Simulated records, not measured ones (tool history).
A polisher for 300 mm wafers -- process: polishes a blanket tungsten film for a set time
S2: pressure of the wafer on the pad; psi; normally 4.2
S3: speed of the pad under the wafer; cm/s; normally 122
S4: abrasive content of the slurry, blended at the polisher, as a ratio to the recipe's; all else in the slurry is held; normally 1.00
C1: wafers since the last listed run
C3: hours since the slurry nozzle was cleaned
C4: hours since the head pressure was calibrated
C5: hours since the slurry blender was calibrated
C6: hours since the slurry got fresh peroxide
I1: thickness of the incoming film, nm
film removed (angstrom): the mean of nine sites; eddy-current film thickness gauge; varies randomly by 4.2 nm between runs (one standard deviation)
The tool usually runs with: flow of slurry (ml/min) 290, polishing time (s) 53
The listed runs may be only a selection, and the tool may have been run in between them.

{"run": 1, "hour": 0.0, "flow of slurry (ml/min)": 290, "S2": 4.2, "S3": 92, "S4": 1.0, "polishing time (s)": 53, "C1": 0, "wafers polished on this pad": 1745, "C3": 302.9, "C4": 364.3, "C5": 422.2, "C6": 361.2, "I1": 1489.9, "film removed (angstrom)": 2542}
{"run": 2, "hour": 62.8, "flow of slurry (ml/min)": 290, "S2": 4.2, "S3": 92, "S4": 1.0, "polishing time (s)": 53, "C1": 448, "wafers polished on this pad": 2194, "C3": 365.7, "C4": 427.1, "C5": 485.0, "C6": 424.0, "I1": 1478.6, "film removed (angstrom)": 2456}
{"hour": 163.4, "done": "head pressure recalibrated"}
{"run": 3, "hour": 163.8, "flow of slurry (ml/min)": 290, "S2": 4.2, "S3": 92, "S4": 1.0, "polishing time (s)": 53, "C1": 707, "wafers polished on this pad": 2901, "C3": 466.7, "C4": 0.4, "C5": 586.0, "C6": 525.0, "I1": 1441.8, "film removed (angstrom)": 2412}
{"hour": 183.5, "done": "slurry blender recalibrated"}
{"hour": 230.1, "done": "slurry tank refilled with fresh slurry and peroxide"}
{"run": 4, "hour": 250.6, "flow of slurry (ml/min)": 290, "S2": 4.2, "S3": 122, "S4": 1.0, "polishing time (s)": 42, "C1": 598, "wafers polished on this pad": 3500, "C3": 553.5, "C4": 87.2, "C5": 67.1, "C6": 20.5, "I1": 1469.6, "film removed (angstrom)": 2490}
{"hour": 276.6, "done": "worn pad replaced by a new one"}
{"run": 5, "hour": 311.0, "flow of slurry (ml/min)": 290, "S2": 4.2, "S3": 122, "S4": 1.0, "polishing time (s)": 42, "C1": 402, "wafers polished on this pad": 245, "C3": 613.9, "C4": 147.6, "C5": 127.5, "C6": 80.9, "I1": 1466.0, "film removed (angstrom)": 2532}
{"run": 6, "hour": 549.0, "flow of slurry (ml/min)": 290, "S2": 4.2, "S3": 122, "S4": 1.0, "polishing time (s)": 42, "C1": 1700, "wafers polished on this pad": 1945, "C3": 851.9, "C4": 385.6, "C5": 365.5, "C6": 318.9, "I1": 1478.0, "film removed (angstrom)": 2434}
{"hour": 593.9, "done": "slurry nozzle cleaned"}
{"hour": 713.6, "done": "slurry blender recalibrated"}
{"hour": 735.7, "done": "slurry tank refilled with fresh slurry and peroxide"}
{"hour": 742.0, "done": "worn pad replaced by a new one"}
{"hour": 819.0, "done": "head pressure recalibrated, repeated, since the last time left the tool worse"}
{"run": 7, "hour": 821.3, "flow of slurry (ml/min)": 290, "S2": 4.2, "S3": 122, "S4": 1.1, "polishing time (s)": 53, "C1": 1873, "wafers polished on this pad": 551, "C3": 227.4, "C4": 2.3, "C5": 107.7, "C6": 85.6, "I1": 1451.4, "film removed (angstrom)": 3568}
{"run": 8, "hour": 897.3, "flow of slurry (ml/min)": 290, "S2": 4.2, "S3": 122, "S4": 1.0, "polishing time (s)": 53, "C1": 542, "wafers polished on this pad": 1094, "C3": 303.4, "C4": 78.3, "C5": 183.7, "C6": 161.6, "I1": 1466.2, "film removed (angstrom)": 3495}
{"run": 9, "hour": 956.1, "flow of slurry (ml/min)": 290, "S2": 4.2, "S3": 122, "S4": 1.0, "polishing time (s)": 53, "C1": 420, "wafers polished on this pad": 1514, "C3": 362.2, "C4": 137.1, "C5": 242.5, "C6": 220.4, "I1": 1466.1, "film removed (angstrom)": 3417}
{"run": 10, "hour": 1032.6, "flow of slurry (ml/min)": 290, "S2": 4.2, "S3": 122, "S4": 0.8, "polishing time (s)": 53, "C1": 546, "wafers polished on this pad": 2061, "C3": 438.7, "C4": 213.6, "C5": 319.0, "C6": 296.9, "I1": 1458.2, "film removed (angstrom)": 3324}
{"run": 11, "hour": 1079.1, "flow of slurry (ml/min)": 290, "S2": 4.2, "S3": 122, "S4": 1.0, "polishing time (s)": 53, "C1": 332, "wafers polished on this pad": 2393, "C3": 485.2, "C4": 260.1, "C5": 365.5, "C6": 343.4, "I1": 1484.0, "film removed (angstrom)": 3442}
{"run": 12, "hour": 1132.8, "flow of slurry (ml/min)": 335, "S2": 2.9, "S3": 122, "S4": 1.0, "polishing time (s)": 53, "C1": 383, "wafers polished on this pad": 2776, "C3": 538.9, "C4": 313.8, "C5": 419.2, "C6": 397.1, "I1": 1498.2, "film removed (angstrom)": 2390}
{"hour": 1212.5, "done": "slurry tank refilled with fresh slurry and peroxide"}
{"run": 13, "hour": 1214.0, "flow of slurry (ml/min)": 290, "S2": 4.2, "S3": 122, "S4": 1.0, "polishing time (s)": 53, "C1": 572, "wafers polished on this pad": 3349, "C3": 620.1, "C4": 395.0, "C5": 500.4, "C6": 1.5, "I1": 1457.6, "film removed (angstrom)": 3377}
{"hour": 1240.5, "done": "slurry blender recalibrated"}
{"run": 14, "hour": 1318.6, "flow of slurry (ml/min)": 290, "S2": 4.2, "S3": 122, "S4": 1.0, "polishing time (s)": 37, "C1": 732, "wafers polished on this pad": 4082, "C3": 724.7, "C4": 499.6, "C5": 78.1, "C6": 106.1, "I1": 1461.4, "film removed (angstrom)": 2392}
{"hour": 1327.4, "done": "worn pad replaced by a new one"}
{"run": 15, "hour": 1377.2, "flow of slurry (ml/min)": 290, "S2": 4.2, "S3": 122, "S4": 1.0, "polishing time (s)": 42, "C1": 390, "wafers polished on this pad": 355, "C3": 783.3, "C4": 558.2, "C5": 136.7, "C6": 164.7, "I1": 1463.7, "film removed (angstrom)": 2637}
{"hour": 1423.3, "done": "head pressure recalibrated"}
{"run": 16, "hour": 1423.9, "flow of slurry (ml/min)": 235, "S2": 4.2, "S3": 138, "S4": 1.3, "polishing time (s)": 70, "C1": 319, "wafers polished on this pad": 674, "C3": 830.0, "C4": 0.6, "C5": 183.4, "C6": 211.4, "I1": 1471.4, "film removed (angstrom)": 5272}
{"run": 17, "hour": 1461.8, "flow of slurry (ml/min)": 290, "S2": 3.6, "S3": 122, "S4": 1.0, "polishing time (s)": 53, "C1": 270, "wafers polished on this pad": 945, "C3": 867.9, "C4": 38.5, "C5": 221.3, "C6": 249.3, "I1": 1475.8, "film removed (angstrom)": 2981}
{"hour": 1498.1, "done": "slurry nozzle cleaned"}
{"run": 18, "hour": 1530.2, "flow of slurry (ml/min)": 290, "S2": 4.2, "S3": 80, "S4": 1.0, "polishing time (s)": 60, "C1": 481, "wafers polished on this pad": 1426, "C3": 32.1, "C4": 106.9, "C5": 289.7, "C6": 317.7, "I1": 1471.2, "film removed (angstrom)": 2556}
{"run": 19, "hour": 1628.1, "flow of slurry (ml/min)": 290, "S2": 4.2, "S3": 122, "S4": 1.0, "polishing time (s)": 53, "C1": 699, "wafers polished on this pad": 2126, "C3": 130.0, "C4": 204.8, "C5": 387.6, "C6": 415.6, "I1": 1490.2, "film removed (angstrom)": 3427}
{"hour": 1687.7, "done": "slurry tank refilled with fresh slurry and peroxide"}
{"hour": 1724.3, "done": "slurry blender recalibrated"}
{"run": 20, "hour": 1731.3, "flow of slurry (ml/min)": 240, "S2": 4.2, "S3": 122, "S4": 1.0, "polishing time (s)": 53, "C1": 715, "wafers polished on this pad": 2841, "C3": 233.2, "C4": 308.0, "C5": 7.0, "C6": 43.6, "I1": 1469.2, "film removed (angstrom)": 3377}
{"run": 21, "hour": 1792.3, "flow of slurry (ml/min)": 290, "S2": 4.2, "S3": 82, "S4": 1.2, "polishing time (s)": 53, "C1": 435, "wafers polished on this pad": 3277, "C3": 294.2, "C4": 369.0, "C5": 68.0, "C6": 104.6, "I1": 1457.2, "film removed (angstrom)": 2312}
{"hour": 1818.0, "done": "worn pad replaced by a new one"}
{"run": 22, "hour": 1852.0, "flow of slurry (ml/min)": 250, "S2": 4.2, "S3": 122, "S4": 1.2, "polishing time (s)": 53, "C1": 397, "wafers polished on this pad": 242, "C3": 353.9, "C4": 428.7, "C5": 127.7, "C6": 164.3, "I1": 1455.8, "film removed (angstrom)": 3422}
{"hour": 1900.1, "done": "head pressure recalibrated"}
{"run": 23, "hour": 1948.8, "flow of slurry (ml/min)": 290, "S2": 4.2, "S3": 122, "S4": 1.0, "polishing time (s)": 53, "C1": 677, "wafers polished on this pad": 919, "C3": 450.7, "C4": 48.7, "C5": 224.5, "C6": 261.1, "I1": 1446.8, "film removed (angstrom)": 3469}
{"run": 24, "hour": 2029.4, "flow of slurry (ml/min)": 290, "S2": 3.7, "S3": 148, "S4": 1.15, "polishing time (s)": 70, "C1": 575, "wafers polished on this pad": 1495, "C3": 531.3, "C4": 129.3, "C5": 305.1, "C6": 341.7, "I1": 1455.9, "film removed (angstrom)": 5056}
{"run": 25, "hour": 2129.9, "flow of slurry (ml/min)": 290, "S2": 3.3, "S3": 122, "S4": 1.15, "polishing time (s)": 53, "C1": 717, "wafers polished on this pad": 2213, "C3": 631.8, "C4": 229.8, "C5": 405.6, "C6": 442.2, "I1": 1476.4, "film removed (angstrom)": 2729}
{"run": 26, "hour": 2173.8, "flow of slurry (ml/min)": 325, "S2": 4.2, "S3": 122, "S4": 1.0, "polishing time (s)": 53, "C1": 313, "wafers polished on this pad": 2527, "C3": 675.7, "C4": 273.7, "C5": 449.5, "C6": 486.1, "I1": 1461.8, "film removed (angstrom)": 3469}

Below are 4 alternative next runs, each starting from the tool's condition after run 26. Predict each:
{"run": "A", "hour": 2174.2, "flow of slurry (ml/min)": 290, "S2": 4.2, "S3": 122, "S4": 1.0, "polishing time (s)": 53, "C1": 2, "wafers polished on this pad": 2529, "C3": 676.1, "C4": 274.1, "C5": 449.9, "C6": 486.5, "I1": 1449.0, "film removed (angstrom)": "?"}
{"run": "B", "hour": 2174.2, "flow of slurry (ml/min)": 290, "S2": 4.2, "S3": 122, "S4": 0.75, "polishing time (s)": 53, "C1": 2, "wafers polished on this pad": 2529, "C3": 676.1, "C4": 274.1, "C5": 449.9, "C6": 486.5, "I1": 1449.0, "film removed (angstrom)": "?"}
{"run": "C", "hour": 2174.2, "flow of slurry (ml/min)": 335, "S2": 4.2, "S3": 122, "S4": 1.0, "polishing time (s)": 53, "C1": 2, "wafers polished on this pad": 2529, "C3": 676.1, "C4": 274.1, "C5": 449.9, "C6": 486.5, "I1": 1449.0, "film removed (angstrom)": "?"}
{"run": "D", "hour": 2174.2, "flow of slurry (ml/min)": 290, "S2": 5.6, "S3": 88, "S4": 1.3, "polishing time (s)": 35, "C1": 2, "wafers polished on this pad": 2529, "C3": 676.1, "C4": 274.1, "C5": 449.9, "C6": 486.5, "I1": 1449.0, "film removed (angstrom)": "?"}

run=A film_removed_(angstrom)=3369
run=B film_removed_(angstrom)=3186
run=C film_removed_(angstrom)=3402
run=D film_removed_(angstrom)=2259
Had the tool no hidden state, the same runs would have come out as:
run=A film_removed_(angstrom)=3444
run=B film_removed_(angstrom)=3257
run=C film_removed_(angstrom)=3478
run=D film_removed_(angstrom)=2309
